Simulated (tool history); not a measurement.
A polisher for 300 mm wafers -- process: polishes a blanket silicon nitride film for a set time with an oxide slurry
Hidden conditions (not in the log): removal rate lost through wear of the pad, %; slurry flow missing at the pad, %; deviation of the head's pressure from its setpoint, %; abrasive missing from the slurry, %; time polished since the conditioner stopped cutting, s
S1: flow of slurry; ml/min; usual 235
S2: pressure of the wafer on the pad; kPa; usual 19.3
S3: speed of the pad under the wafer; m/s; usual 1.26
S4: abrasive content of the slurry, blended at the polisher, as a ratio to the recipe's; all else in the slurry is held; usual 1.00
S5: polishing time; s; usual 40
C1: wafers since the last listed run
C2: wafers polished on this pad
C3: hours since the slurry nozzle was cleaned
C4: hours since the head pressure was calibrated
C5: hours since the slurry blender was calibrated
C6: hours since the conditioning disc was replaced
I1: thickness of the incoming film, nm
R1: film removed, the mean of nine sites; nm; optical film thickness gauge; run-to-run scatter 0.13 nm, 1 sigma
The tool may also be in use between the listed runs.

| run | hour | S1 | S2 | S3 | S4 | S5 | C1 | C2 | C3 | C4 | C5 | C6 | I1 | R1 |
|---|---|---|---|---|---|---|---|---|---|---|---|---|---|---|
| 1 | 0.0 | 235 | 19.3 | 1.26 | 1.00 | 40 | 0 | 1066 | 237.0 | 480.6 | 103.3 | 125.7 | 263.4 | 19.2 |
| 2 | 111.0 | 235 | 17.2 | 1.26 | 1.00 | 40 | 910 | 1976 | 348.0 | 591.6 | 214.3 | 236.7 | 258.4 | 17.4 |
| 3 | 169.8 | 235 | 17.2 | 1.26 | 1.00 | 40 | 482 | 2458 | 406.8 | 650.4 | 273.1 | 295.5 | 259.7 | 17.3 |
|  | 223.0 | head pressure recalibrated |
|  | 229.5 | conditioning disc replaced and pad reconditioned |
| 4 | 237.4 | 235 | 19.3 | 1.26 | 1.00 | 40 | 521 | 2979 | 474.4 | 14.4 | 340.7 | 7.9 | 260.9 | 19.4 |
|  | 261.1 | worn pad replaced by a new one |
| 5 | 289.1 | 290 | 19.3 | 1.06 | 1.00 | 40 | 391 | 229 | 526.1 | 66.1 | 392.4 | 59.6 | 255.4 | 17.7 |
| 6 | 356.4 | 235 | 25.5 | 1.66 | 1.00 | 30 | 551 | 781 | 593.4 | 133.4 | 459.7 | 126.9 | 260.2 | 21.9 |
| 7 | 425.0 | 235 | 25.5 | 1.26 | 1.00 | 40 | 562 | 1343 | 662.0 | 202.0 | 528.3 | 195.5 | 262.4 | 23.8 |
|  | 456.6 | slurry blender recalibrated |
| 8 | 469.9 | 235 | 19.3 | 1.26 | 1.00 | 48 | 351 | 1695 | 706.9 | 246.9 | 13.3 | 240.4 | 262.9 | 23.4 |
| 9 | 496.7 | 235 | 19.3 | 1.26 | 1.00 | 40 | 219 | 1915 | 733.7 | 273.7 | 40.1 | 267.2 | 259.1 | 19.7 |
| 10 | 549.8 | 235 | 19.3 | 1.06 | 0.80 | 40 | 435 | 2350 | 786.8 | 326.8 | 93.2 | 320.3 | 262.3 | 14.7 |
|  | 577.2 | conditioning disc replaced and pad reconditioned |
| 11 | 584.7 | 235 | 19.3 | 1.26 | 1.00 | 40 | 269 | 2620 | 821.7 | 361.7 | 128.1 | 7.5 | 260.4 | 19.3 |
|  | 623.6 | worn pad replaced by a new one |
| 12 | 631.0 | 235 | 19.3 | 1.64 | 1.25 | 36 | 346 | 60 | 868.0 | 408.0 | 174.4 | 53.8 | 257.2 | 23.4 |
|  | 656.0 | slurry nozzle cleaned |
| 13 | 657.7 | 235 | 19.3 | 1.00 | 1.00 | 40 | 210 | 271 | 1.7 | 434.7 | 201.1 | 80.5 | 258.8 | 16.4 |
| 14 | 696.7 | 235 | 19.3 | 1.26 | 1.00 | 40 | 319 | 591 | 40.7 | 473.7 | 240.1 | 119.5 | 259.5 | 19.0 |
| 15 | 743.2 | 235 | 19.3 | 1.06 | 0.80 | 40 | 381 | 972 | 87.2 | 520.2 | 286.6 | 166.0 | 259.4 | 14.4 |
| 16 | 808.3 | 235 | 19.3 | 1.26 | 1.00 | 40 | 533 | 1506 | 152.3 | 585.3 | 351.7 | 231.1 | 259.1 | 18.6 |
| 17 | 840.8 | 235 | 19.3 | 1.26 | 1.00 | 40 | 266 | 1772 | 184.8 | 617.8 | 384.2 | 263.6 | 261.5 | 18.6 |
| 18 | 910.1 | 185 | 19.3 | 1.26 | 1.00 | 28 | 568 | 2340 | 254.1 | 687.1 | 453.5 | 332.9 | 263.1 | 12.5 |
|  | 936.2 | conditioning disc replaced and pad reconditioned |
| 19 | 944.1 | 260 | 19.3 | 1.40 | 1.30 | 40 | 262 | 2603 | 288.1 | 721.1 | 487.5 | 7.9 | 260.3 | 23.1 |
| 20 | 988.5 | 270 | 19.3 | 1.26 | 1.00 | 35 | 364 | 2967 | 332.5 | 765.5 | 531.9 | 52.3 | 262.0 | 16.1 |
|  | 1009.5 | head pressure recalibrated |
|  | 1017.5 | slurry blender recalibrated |
| 21 | 1017.8 | 235 | 19.3 | 1.42 | 0.90 | 31 | 207 | 3174 | 361.8 | 8.3 | 0.3 | 81.6 | 258.7 | 15.6 |
| 22 | 1042.4 | 235 | 19.3 | 0.94 | 1.00 | 40 | 201 | 3376 | 386.4 | 32.9 | 24.9 | 106.2 | 260.1 | 16.2 |
|  | 1048.1 | worn pad replaced by a new one |
| 23 | 1086.3 | 235 | 19.3 | 1.26 | 1.00 | 40 | 327 | 313 | 430.3 | 76.8 | 68.8 | 150.1 | 259.1 | 19.5 |
| 24 | 1115.7 | 235 | 19.3 | 1.26 | 1.15 | 40 | 241 | 554 | 459.7 | 106.2 | 98.2 | 179.5 | 256.2 | 21.1 |

Pick out some run-to-run changes in R1. Of each, how much would a tool without hidden state show as well, from the settings, what came in and chance, and how much is left for the hidden state and any gauge scatter not in both results compared?
Run 7 -> 8: S2 25.5 -> 19.3, S5 40 -> 48, slurry blender recalibrated. R1 -0.4 nm: hidden state +0.8, all else -1.2.
Run 12 -> 13: S3 1.64 -> 1.00, S4 1.25 -> 1.00, S5 36 -> 40, slurry nozzle cleaned. R1 -7.0 nm: hidden state +0.2, all else -7.2.
Run 18 -> 19: S1 185 -> 260, S3 1.26 -> 1.40, S4 1.00 -> 1.30, S5 28 -> 40, conditioning disc replaced and pad reconditioned. R1 +10.6 nm: hidden state -0.7, all else +11.3.
Run 20 -> 21: S1 270 -> 235, S3 1.26 -> 1.42, S4 1.00 -> 0.90, S5 35 -> 31, head pressure recalibrated, slurry blender recalibrated. R1 -0.5 nm: hidden state +1.3, all else -1.8.
